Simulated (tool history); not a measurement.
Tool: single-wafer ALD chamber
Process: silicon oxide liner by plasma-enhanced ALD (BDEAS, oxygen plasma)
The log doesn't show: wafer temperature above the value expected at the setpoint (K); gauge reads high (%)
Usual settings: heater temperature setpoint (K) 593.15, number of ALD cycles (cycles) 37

run     day  heater temperature setpoint (K)  number of ALD cycles (cycles)  wafers since the last listed run  hours since the last thermocouple change  hours since the gauge calibration  read-back reference wafer on the same gauge, thickness_nm  mean film thickness on the monitor wafer (nm)
  1   0.000                           593.15                             35                                 0                                    1198.2                               19.6                                                      3.573                                          3.340
  2   0.321                           593.15                             37                                89                                    1205.9                               27.3                                                      3.571                                          3.527
  3   0.958                           593.15                             37                               177                                    1221.2                               42.6                                                      3.571                                          3.533
  4   1.583                           593.15                             33                               174                                    1236.2                               57.6                                                      3.569                                          3.146
  5   2.100                           593.15                             33                               143                                    1248.6                               70.0                                                      3.573                                          3.149
  6   2.388                           593.15                             33                                80                                    1255.5                               76.9                                                      3.571                                          3.142
  7   2.862                           585.15                             37                               132                                    1266.9                               88.3                                                      3.572                                          3.585
  8   3.117                           593.15                             37                                70                                    1273.0                               94.4                                                      3.568                                          3.525
  9   3.604                           601.15                             37                               135                                    1284.7                              106.1                                                      3.570                                          3.479
 10   3.975                           593.15                             37                               103                                    1293.6                              115.0                                                      3.572                                          3.533
 11   4.542                           593.15                             37                               157                                    1307.2                              128.6                                                      3.571                                          3.531
 12   5.050                           593.15                             37                               141                                    1319.4                              140.8                                                      3.570                                          3.526
 13   5.512                           593.15                             37                               128                                    1330.5                              151.9                                                      3.573                                          3.528
 14   5.904                           593.15                             37                               109                                    1339.9                              161.3                                                      3.571                                          3.537
 15   6.396                           600.15                             42                               137                                    1351.7                              173.1                                                      3.571                                          3.956
 16   7.092                           600.15                             42                               193                                    1368.4                              189.8                                                      3.570                                          3.959
      7.246  -- gauge calibrated
 17   7.354                           600.15                             42                                73                                    1374.7                                2.6                                                      3.570                                          3.970
 18   7.996                           593.15                             37                               178                                    1390.1                               18.0                                                      3.568                                          3.529
 19   8.408                           593.15                             37                               114                                    1400.0                               27.9                                                      3.568                                          3.540
 20   8.879                           599.15                             40                               131                                    1411.3                               39.2                                                      3.570                                          3.771
 21   9.400                           593.15                             37                               145                                    1423.8                               51.7                                                      3.571                                          3.541
 22   9.717                           579.15                             31                                88                                    1431.4                               59.3                                                      3.566                                          3.034
 23  10.312                           606.15                             31                               166                                    1445.7                               73.6                                                      3.572                                          2.886
 24  10.733                           593.15                             44                               117                                    1455.8                               83.7                                                      3.571                                          4.219
 25  11.417                           593.15                             37                               190                                    1472.2                              100.1                                                      3.571                                          3.536
 26  12.104                           582.15                             42                               191                                    1488.7                              116.6                                                      3.572                                          4.075
     12.558  -- thermocouple changed; heater temperature recalibrated
 27  12.579                           602.15                             37                                39                                       0.5                              128.0                                                      3.571                                          3.469
 28  12.775                           604.15                             33                                54                                       5.2                              132.7                                                      3.573                                          3.095
 29  13.488                           593.15                             37                               198                                      22.3                              149.8                                                      3.570                                          3.518
 30  13.817                           599.15                             43                                91                                      30.2                              157.7                                                      3.572                                          4.072
 31  14.433                           605.15                             34                               171                                      45.0                              172.5                                                      3.575                                          3.169
 32  14.796                           597.15                             37                               101                                      53.7                              181.2                                                      3.568                                          3.519
 33  15.262                           605.15                             44                               130                                      64.9                              192.4                                                      3.570                                          4.111
 34  15.600                           604.15                             37                                94                                      73.0                              200.5                                                      3.569                                          3.467
 35  16.221                           578.15                             37                               173                                      87.9                              215.4                                                      3.573                                          3.607
 36  16.529                           593.15                             34                                85                                      95.3                              222.8                                                      3.570                                          3.250
 37  16.888                           603.15                             35                                99                                     103.9                              231.4                                                      3.575                                          3.292

What the log doesn't show, run by run:
wafer temperature above the value expected at the setpoint (K): 0 in every run
gauge reads high (%): 0 in every run
